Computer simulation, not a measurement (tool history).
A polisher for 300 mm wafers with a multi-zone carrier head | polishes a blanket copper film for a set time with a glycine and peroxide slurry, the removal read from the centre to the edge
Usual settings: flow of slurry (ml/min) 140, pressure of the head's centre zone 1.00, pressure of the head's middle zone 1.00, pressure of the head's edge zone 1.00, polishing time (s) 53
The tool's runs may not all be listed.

| run | day | flow of slurry (ml/min) | pressure of the head's centre zone | pressure of the head's middle zone | pressure of the head's edge zone | polishing time (s) | incoming thickness of the incoming film, nm | film removed at the wafer's centre (nm) | film removed at mid-radius (nm) | film removed at the wafer's edge (nm) |
|---|---|---|---|---|---|---|---|---|---|---|
| 1 | 0.000 | 140 | 1.00 | 1.00 | 1.05 | 53 | 1691.1 | 270.3 | 248.9 | 266.2 |
| 2 | 2.808 | 140 | 1.00 | 1.00 | 1.05 | 53 | 1730.2 | 275.2 | 245.9 | 260.9 |
| 3 | 5.321 | 140 | 1.00 | 1.00 | 1.05 | 53 | 1710.4 | 281.1 | 242.0 | 255.8 |
| 4 | 9.350 | 140 | 1.00 | 1.00 | 1.00 | 53 | 1713.7 | 276.4 | 242.4 | 248.5 |
| 5 | 13.592 | 140 | 1.00 | 1.00 | 1.00 | 53 | 1714.3 | 236.8 | 239.2 | 248.7 |
| 6 | 17.683 | 140 | 1.00 | 1.00 | 1.00 | 53 | 1719.2 | 251.2 | 241.8 | 249.3 |
| 7 | 21.888 | 140 | 1.00 | 1.00 | 1.00 | 53 | 1698.1 | 257.5 | 235.6 | 251.5 |
| 8 | 23.979 | 140 | 0.88 | 1.00 | 1.06 | 53 | 1711.0 | 230.3 | 237.2 | 259.4 |
| 9 | 27.358 | 175 | 1.03 | 1.07 | 1.00 | 45 | 1685.7 | 245.4 | 222.6 | 214.2 |
| 10 | 29.221 | 140 | 1.00 | 0.94 | 0.95 | 64 | 1680.3 | 341.7 | 296.1 | 303.7 |
| 11 | 31.829 | 140 | 1.00 | 1.00 | 1.00 | 53 | 1699.3 | 251.8 | 252.7 | 264.0 |
| 12 | 35.892 | 140 | 1.00 | 1.00 | 1.00 | 53 | 1689.5 | 255.5 | 248.5 | 256.8 |
| 13 | 38.671 | 180 | 1.04 | 1.00 | 1.06 | 53 | 1704.9 | 291.9 | 252.9 | 267.6 |
| 14 | 41.108 | 140 | 1.00 | 1.00 | 1.09 | 61 | 1678.1 | 304.3 | 285.1 | 302.6 |

Not shown: 10 entries that the log had between the listed runs. Between which runs, and how does the tool's hidden state differ before and after?
Between runs 1 and 2: worn pad replaced by a new one (day 2.179)
  slurry flow missing at the pad, %: 19 -> 24.8; deviation of the centre zone's pressure from its setpoint, %: 7.35 -> 9.58
  measured less the result without the state, film removed at the wafer's centre (nm): +9.4 -> +11.5; film removed at mid-radius (nm): -8.2 -> -11.2; film removed at the wafer's edge (nm): -6.1 -> -8.2
Between runs 4 and 5: worn pad replaced by a new one (day 11.133); centre zone pressure recalibrated (day 13.425)
  slurry flow missing at the pad, %: 33.4 -> 36.6; deviation of the centre zone's pressure from its setpoint, %: 12.3 -> -0.341
  measured less the result without the state, film removed at the wafer's centre (nm): +12.1 -> -21.0; film removed at mid-radius (nm): -16.0 -> -17.9; film removed at the wafer's edge (nm): -11.3 -> -12.8
Between runs 6 and 7: worn pad replaced by a new one (day 18.158)
  slurry flow missing at the pad, %: 38.7 -> 40.2; deviation of the centre zone's pressure from its setpoint, %: 5.23 -> 8.34
  measured less the result without the state, film removed at the wafer's centre (nm): -9.4 -> -3.1; film removed at mid-radius (nm): -19.6 -> -20.2; film removed at the wafer's edge (nm): -13.9 -> -14.7
Between runs 8 and 9: edge zone pressure recalibrated (day 27.242); worn pad replaced by a new one (day 27.338)
  slurry flow missing at the pad, %: 40.7 -> 41.3; deviation of the centre zone's pressure from its setpoint, %: 9.3 -> 10.4
  measured less the result without the state, film removed at the wafer's centre (nm): -0.9 -> +4.2; film removed at mid-radius (nm): -20.7 -> -16.9; film removed at the wafer's edge (nm): -15.4 -> -11.3
Between runs 9 and 10: slurry nozzle cleaned (day 28.233)
  slurry flow missing at the pad, %: 41.3 -> 5.43; deviation of the centre zone's pressure from its setpoint, %: 10.4 -> 10.7
  measured less the result without the state, film removed at the wafer's centre (nm): +4.2 -> +30.5; film removed at mid-radius (nm): -16.9 -> -2.6; film removed at the wafer's edge (nm): -11.3 -> -1.8
Between runs 10 and 11: centre zone pressure recalibrated (day 30.975)
  slurry flow missing at the pad, %: 5.43 -> 13; deviation of the centre zone's pressure from its setpoint, %: 10.7 -> -1.93
  measured less the result without the state, film removed at the wafer's centre (nm): +30.5 -> -11.1; film removed at mid-radius (nm): -2.6 -> -5.3; film removed at the wafer's edge (nm): -1.8 -> -4.0
Between runs 11 and 12: carrier head's membrane replaced by a new one (day 32.700)
  slurry flow missing at the pad, %: 13 -> 21.5; deviation of the centre zone's pressure from its setpoint, %: -1.93 -> 3.08
  measured less the result without the state, film removed at the wafer's centre (nm): -11.1 -> -2.9; film removed at mid-radius (nm): -5.3 -> -9.4; film removed at the wafer's edge (nm): -4.0 -> -6.8
Between runs 12 and 13: worn pad replaced by a new one (day 36.717)
  slurry flow missing at the pad, %: 21.5 -> 25.6; deviation of the centre zone's pressure from its setpoint, %: 3.08 -> 5.14
  measured less the result without the state, film removed at the wafer's centre (nm): -2.9 -> +2.1; film removed at mid-radius (nm): -9.4 -> -9.9; film removed at the wafer's edge (nm): -6.8 -> -7.5
